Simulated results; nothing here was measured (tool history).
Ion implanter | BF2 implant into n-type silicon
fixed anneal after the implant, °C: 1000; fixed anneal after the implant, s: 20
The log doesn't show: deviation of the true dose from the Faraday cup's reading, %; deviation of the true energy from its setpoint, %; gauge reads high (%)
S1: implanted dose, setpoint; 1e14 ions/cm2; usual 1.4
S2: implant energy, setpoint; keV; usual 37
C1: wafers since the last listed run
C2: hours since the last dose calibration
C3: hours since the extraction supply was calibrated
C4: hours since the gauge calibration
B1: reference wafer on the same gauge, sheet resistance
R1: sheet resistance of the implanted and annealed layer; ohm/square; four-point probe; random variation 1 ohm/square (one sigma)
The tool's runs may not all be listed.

run	hour	S1	S2	C1	C2	C3	C4	B1	R1
1	0	1.4	44.5	0	1064.2	3320.9	188.6	603.84	658.82
# hour 4.5: gauge calibrated
2	16.8	1.4	44.5	354	1081	3337.7	12.3	603.97	657.65
3	29.4	1.13	37	265	1093.6	3350.3	24.9	604.01	795.39
4	40.2	1.4	28	227	1104.4	3361.1	35.7	604.03	698.34
5	55.8	1.4	27	328	1120	3376.7	51.3	604.01	699.92
6	68.4	1.4	27	265	1132.6	3389.3	63.9	603.89	700.85
7	74.9	1.16	45.5	137	1139.1	3395.8	70.4	604.09	758.59
8	82.3	1.4	37	156	1146.5	3403.2	77.8	603.9	671.11
9	97.8	1.4	37	326	1162	3418.7	93.3	603.91	670.31
10	113.4	1.4	37	328	1177.6	3434.3	108.9	604.03	669.37
11	123.5	1.71	37	212	1187.7	3444.4	119	603.95	573.5
12	131.3	1.4	37	164	1195.5	3452.2	126.8	603.97	672.05
13	141.7	1.73	37	219	1205.9	3462.6	137.2	604.3	566.67
14	159.7	1.4	37	379	1223.9	3480.6	155.2	604.01	670
15	177.7	1.26	33	379	1241.9	3498.6	173.2	604.2	739.44
# hour 188.9: gauge calibrated
16	191.8	1.4	44	297	1256	3512.7	2.9	603.79	653.38
17	198	1	27.5	130	1262.2	3518.9	9.1	604.05	913.77
# hour 206.7: Faraday cup replaced and dose calibrated
# hour 211: extraction supply calibrated
18	212.7	1.01	33.5	50	6	1.7	23.8	604.12	904.2
19	242.7	1.03	27	632	36	31.7	53.8	604.08	926.34
20	250.7	1.54	47	168	44	39.7	61.8	603.9	622.11
21	259.2	1.4	29.5	179	52.5	48.2	70.3	603.97	710.76
22	275.4	1.54	47	341	68.7	64.4	86.5	603.96	620.07
23	284.3	1.28	29	187	77.6	73.3	95.4	604.14	765.55
24	295.1	1.4	37	227	88.4	84.1	106.2	603.93	688.94
25	304.8	1.4	47.5	204	98.1	93.8	115.9	604.15	666.01

4 ways to go on from here, each from the tool as it stands after run 25. What would each give?
A	305.2	1.66	37	8	98.5	94.2	116.3	?	?
B	305.2	1.78	25	8	98.5	94.2	116.3	?	?
C	305.2	1.65	37	8	98.5	94.2	116.3	?	?
D	305.2	1.6	37	8	98.5	94.2	116.3	?	?

run	B1	R1
A	604	602.85
B	604	594.48
C	604	605.72
D	604	620.54
Without the tool's hidden state the same runs would have given:
run	R1
A	602.34
B	593.95
C	605.21
D	620.03
